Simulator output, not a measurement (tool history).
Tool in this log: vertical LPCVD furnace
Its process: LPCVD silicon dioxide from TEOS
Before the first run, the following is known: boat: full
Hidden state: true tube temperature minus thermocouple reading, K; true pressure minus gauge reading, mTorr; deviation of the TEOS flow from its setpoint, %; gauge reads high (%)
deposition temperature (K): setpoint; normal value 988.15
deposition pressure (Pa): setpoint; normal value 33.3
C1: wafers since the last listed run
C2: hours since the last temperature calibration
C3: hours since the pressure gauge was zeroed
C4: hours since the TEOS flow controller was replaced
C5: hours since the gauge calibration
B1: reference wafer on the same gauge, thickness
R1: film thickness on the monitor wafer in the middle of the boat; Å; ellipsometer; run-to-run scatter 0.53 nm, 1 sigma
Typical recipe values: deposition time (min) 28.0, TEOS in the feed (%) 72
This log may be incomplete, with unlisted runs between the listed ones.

{"run": 1, "day": 0.0, "deposition temperature (K)": 988.15, "deposition pressure (Pa)": 33.3, "deposition time (min)": 28.0, "TEOS in the feed (%)": 72, "C1": 0, "C2": 2299.5, "C3": 2719.2, "C4": 981.4, "C5": 151.0, "B1": 302.15, "R1": 2600.5}
{"run": 2, "day": 1.358, "deposition temperature (K)": 988.15, "deposition pressure (Pa)": 33.3, "deposition time (min)": 28.0, "TEOS in the feed (%)": 66, "C1": 628, "C2": 2332.1, "C3": 2751.8, "C4": 1014.0, "C5": 183.6, "B1": 301.89, "R1": 2478.9}
{"run": 3, "day": 2.362, "deposition temperature (K)": 988.15, "deposition pressure (Pa)": 33.3, "deposition time (min)": 28.0, "TEOS in the feed (%)": 66, "C1": 464, "C2": 2356.2, "C3": 2775.9, "C4": 1038.1, "C5": 207.7, "B1": 302.02, "R1": 2495.1}
{"run": 4, "day": 5.042, "deposition temperature (K)": 988.15, "deposition pressure (Pa)": 33.3, "deposition time (min)": 28.0, "TEOS in the feed (%)": 66, "C1": 1239, "C2": 2420.5, "C3": 2840.2, "C4": 1102.4, "C5": 272.0, "B1": 301.96, "R1": 2472.5}
{"run": 5, "day": 7.358, "deposition temperature (K)": 988.15, "deposition pressure (Pa)": 33.3, "deposition time (min)": 28.0, "TEOS in the feed (%)": 76, "C1": 1072, "C2": 2476.1, "C3": 2895.8, "C4": 1158.0, "C5": 327.6, "B1": 302.02, "R1": 2656.1}
{"run": 6, "day": 9.988, "deposition temperature (K)": 988.15, "deposition pressure (Pa)": 33.3, "deposition time (min)": 28.0, "TEOS in the feed (%)": 72, "C1": 1216, "C2": 2539.2, "C3": 2958.9, "C4": 1221.1, "C5": 390.7, "B1": 301.88, "R1": 2592.1}
{"run": 7, "day": 12.667, "deposition temperature (K)": 988.15, "deposition pressure (Pa)": 33.3, "deposition time (min)": 28.0, "TEOS in the feed (%)": 72, "C1": 1239, "C2": 2603.5, "C3": 3023.2, "C4": 1285.4, "C5": 455.0, "B1": 302.38, "R1": 2598.0}
{"run": 8, "day": 20.971, "deposition temperature (K)": 988.15, "deposition pressure (Pa)": 33.3, "deposition time (min)": 28.0, "TEOS in the feed (%)": 72, "C1": 3843, "C2": 2802.8, "C3": 3222.5, "C4": 1484.7, "C5": 654.3, "B1": 302.02, "R1": 2582.9}
{"run": 9, "day": 23.521, "deposition temperature (K)": 988.15, "deposition pressure (Pa)": 33.3, "deposition time (min)": 28.0, "TEOS in the feed (%)": 72, "C1": 1180, "C2": 2864.0, "C3": 3283.7, "C4": 1545.9, "C5": 715.5, "B1": 301.93, "R1": 2575.2}
{"run": 10, "day": 25.142, "deposition temperature (K)": 988.15, "deposition pressure (Pa)": 33.3, "deposition time (min)": 28.0, "TEOS in the feed (%)": 72, "C1": 750, "C2": 2902.9, "C3": 3322.6, "C4": 1584.8, "C5": 754.4, "B1": 302.05, "R1": 2578.5}
{"run": 11, "day": 26.158, "deposition temperature (K)": 988.15, "deposition pressure (Pa)": 33.3, "deposition time (min)": 28.0, "TEOS in the feed (%)": 72, "C1": 470, "C2": 2927.3, "C3": 3347.0, "C4": 1609.2, "C5": 778.8, "B1": 302.0, "R1": 2579.1}
{"run": 12, "day": 27.975, "deposition temperature (K)": 988.15, "deposition pressure (Pa)": 33.3, "deposition time (min)": 28.0, "TEOS in the feed (%)": 72, "C1": 840, "C2": 2970.9, "C3": 3390.6, "C4": 1652.8, "C5": 822.4, "B1": 301.85, "R1": 2583.5}
{"day": 31.475, "done": "thermocouples replaced and temperature profile calibrated"}
{"run": 13, "day": 31.496, "deposition temperature (K)": 988.15, "deposition pressure (Pa)": 33.3, "deposition time (min)": 28.0, "TEOS in the feed (%)": 72, "C1": 1166, "C2": 0.5, "C3": 3475.1, "C4": 1737.3, "C5": 906.9, "B1": 301.84, "R1": 2569.6}
{"run": 14, "day": 33.062, "deposition temperature (K)": 996.15, "deposition pressure (Pa)": 26.7, "deposition time (min)": 20.5, "TEOS in the feed (%)": 72, "C1": 725, "C2": 38.1, "C3": 3512.7, "C4": 1774.9, "C5": 944.5, "B1": 302.01, "R1": 1988.2}
{"run": 15, "day": 34.438, "deposition temperature (K)": 988.15, "deposition pressure (Pa)": 31.3, "deposition time (min)": 28.0, "TEOS in the feed (%)": 72, "C1": 636, "C2": 71.1, "C3": 3545.7, "C4": 1807.9, "C5": 977.5, "B1": 301.84, "R1": 2487.2}
{"day": 37.121, "done": "pressure gauge zeroed"}
{"run": 16, "day": 37.142, "deposition temperature (K)": 988.15, "deposition pressure (Pa)": 33.3, "deposition time (min)": 28.0, "TEOS in the feed (%)": 72, "C1": 788, "C2": 136.0, "C3": 0.5, "C4": 1872.8, "C5": 1042.4, "B1": 301.8, "R1": 2624.3}
{"run": 17, "day": 37.646, "deposition temperature (K)": 977.15, "deposition pressure (Pa)": 33.3, "deposition time (min)": 32.0, "TEOS in the feed (%)": 78, "C1": 233, "C2": 148.1, "C3": 12.6, "C4": 1884.9, "C5": 1054.5, "B1": 302.1, "R1": 2438.0}
{"run": 18, "day": 45.858, "deposition temperature (K)": 978.15, "deposition pressure (Pa)": 37.3, "deposition time (min)": 19.5, "TEOS in the feed (%)": 72, "C1": 3800, "C2": 345.2, "C3": 209.7, "C4": 2082.0, "C5": 1251.6, "B1": 302.0, "R1": 1538.8}
{"day": 48.992, "done": "TEOS flow controller replaced"}
{"run": 19, "day": 50.246, "deposition temperature (K)": 988.15, "deposition pressure (Pa)": 29.3, "deposition time (min)": 28.0, "TEOS in the feed (%)": 72, "C1": 1567, "C2": 450.5, "C3": 315.0, "C4": 30.1, "C5": 1356.9, "B1": 302.25, "R1": 2483.4}
{"day": 51.946, "done": "gauge calibrated"}
{"run": 20, "day": 52.242, "deposition temperature (K)": 988.15, "deposition pressure (Pa)": 33.3, "deposition time (min)": 19.5, "TEOS in the feed (%)": 72, "C1": 923, "C2": 498.4, "C3": 362.9, "C4": 78.0, "C5": 7.1, "B1": 302.11, "R1": 1839.7}
{"run": 21, "day": 53.767, "deposition temperature (K)": 988.15, "deposition pressure (Pa)": 33.3, "deposition time (min)": 34.5, "TEOS in the feed (%)": 72, "C1": 705, "C2": 535.0, "C3": 399.5, "C4": 114.6, "C5": 43.7, "B1": 301.9, "R1": 3266.3}
{"run": 22, "day": 54.842, "deposition temperature (K)": 988.15, "deposition pressure (Pa)": 40.7, "deposition time (min)": 39.0, "TEOS in the feed (%)": 72, "C1": 497, "C2": 560.8, "C3": 425.3, "C4": 140.4, "C5": 69.5, "B1": 302.25, "R1": 4063.6}
{"run": 23, "day": 56.638, "deposition temperature (K)": 976.15, "deposition pressure (Pa)": 28.0, "deposition time (min)": 28.0, "TEOS in the feed (%)": 72, "C1": 831, "C2": 603.9, "C3": 468.4, "C4": 183.5, "C5": 112.6, "B1": 302.0, "R1": 1842.2}
{"run": 24, "day": 61.446, "deposition temperature (K)": 988.15, "deposition pressure (Pa)": 40.0, "deposition time (min)": 36.0, "TEOS in the feed (%)": 79, "C1": 2225, "C2": 719.3, "C3": 583.8, "C4": 298.9, "C5": 228.0, "B1": 301.87, "R1": 3905.4}
{"run": 25, "day": 62.821, "deposition temperature (K)": 988.15, "deposition pressure (Pa)": 40.0, "deposition time (min)": 28.0, "TEOS in the feed (%)": 67, "C1": 636, "C2": 752.3, "C3": 616.8, "C4": 331.9, "C5": 261.0, "B1": 302.02, "R1": 2792.5}
{"run": 26, "day": 64.008, "deposition temperature (K)": 988.15, "deposition pressure (Pa)": 33.3, "deposition time (min)": 28.0, "TEOS in the feed (%)": 72, "C1": 549, "C2": 780.8, "C3": 645.3, "C4": 360.4, "C5": 289.5, "B1": 301.96, "R1": 2640.8}
{"run": 27, "day": 65.417, "deposition temperature (K)": 988.15, "deposition pressure (Pa)": 25.3, "deposition time (min)": 36.0, "TEOS in the feed (%)": 72, "C1": 651, "C2": 814.6, "C3": 679.1, "C4": 394.2, "C5": 323.3, "B1": 301.74, "R1": 2960.2}

Predict each of these 3 candidate next runs independently; none follows another, all start after run 27:
{"run": "A", "day": 65.583, "deposition temperature (K)": 988.15, "deposition pressure (Pa)": 33.3, "deposition time (min)": 28.0, "TEOS in the feed (%)": 72, "C1": 77, "C2": 818.6, "C3": 683.1, "C4": 398.2, "C5": 327.3, "B1": "?", "R1": "?"}
{"run": "B", "day": 65.583, "deposition temperature (K)": 988.15, "deposition pressure (Pa)": 29.3, "deposition time (min)": 23.5, "TEOS in the feed (%)": 72, "C1": 77, "C2": 818.6, "C3": 683.1, "C4": 398.2, "C5": 327.3, "B1": "?", "R1": "?"}
{"run": "C", "day": 65.583, "deposition temperature (K)": 979.15, "deposition pressure (Pa)": 33.3, "deposition time (min)": 28.0, "TEOS in the feed (%)": 72, "C1": 77, "C2": 818.6, "C3": 683.1, "C4": 398.2, "C5": 327.3, "B1": "?", "R1": "?"}

run=A B1=302.11 R1=2652.8
run=B B1=302.11 R1=2087.8
run=C B1=302.11 R1=2161.4
What these runs would have given with no unlogged condition in the tool:
run=A R1=2657.4
run=B R1=2092.3
run=C R1=2165.2
